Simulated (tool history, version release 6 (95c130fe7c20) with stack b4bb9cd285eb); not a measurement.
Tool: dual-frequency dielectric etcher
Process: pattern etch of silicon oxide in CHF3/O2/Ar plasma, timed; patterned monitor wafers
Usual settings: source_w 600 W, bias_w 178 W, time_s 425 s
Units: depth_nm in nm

run   hour  source_w  bias_w  time_s  read-back reference wafer on the same gauge, depth_nm  depth_nm
  1      0       600     178     425                                                  804.7     830.7
  2   27.4       600     178     425                                                  804.2     826.2
  3   47.7       560     178     475                                                  804.2     896.3
  4   78.7       560     178     475                                                  803.5     897.5
  5   96.3       600     198   333.5                                                  804.3     675.5
  6  112.8       600     198   333.5                                                  804.1     674.8
  7  146.4       600     198   333.5                                                  803.9     670.6
  8  181.5       700     178     425                                                    804     877.8
  9  202.6       600     211     337                                                    804     694.8
 10  234.2       600     135     425                                                  803.9     759.7
 11  265.9       600     178     425                                                    804     839.2
 12  314.3       520     178   356.5                                                  804.3     663.7
 13  344.7       460     178   543.5                                                  804.3     957.7
 14  360.8       600     178   546.5                                                  803.7    1072.4
 15  380.4       510     165   344.5                                                  803.6     615.2
 16  413.5       600     178     425                                                  804.1     833.9

Taken out of this log: 5 entries between the listed runs. Where each belongs, and how the hidden state differs across it:
Between runs 9 and 10: source power generator calibrated (hour 209.7); wet clean of the chamber (hour 233.7)
  etch rate over this chamber's usual, %: -1.78 -> 0.123
  measured less the result without the state, depth_nm: -12.6 -> +1 nm
Between runs 10 and 11: bias power generator calibrated (hour 254.4); upper electrode replaced (hour 265.4)
  etch rate over this chamber's usual, %: 0.123 -> 0.023
  measured less the result without the state, depth_nm: +1 -> +0.2 nm
Between runs 11 and 12: gauge calibrated (hour 280.5)
  etch rate over this chamber's usual, %: 0.023 -> -0.13
  measured less the result without the state, depth_nm: +0.2 -> -0.9 nm

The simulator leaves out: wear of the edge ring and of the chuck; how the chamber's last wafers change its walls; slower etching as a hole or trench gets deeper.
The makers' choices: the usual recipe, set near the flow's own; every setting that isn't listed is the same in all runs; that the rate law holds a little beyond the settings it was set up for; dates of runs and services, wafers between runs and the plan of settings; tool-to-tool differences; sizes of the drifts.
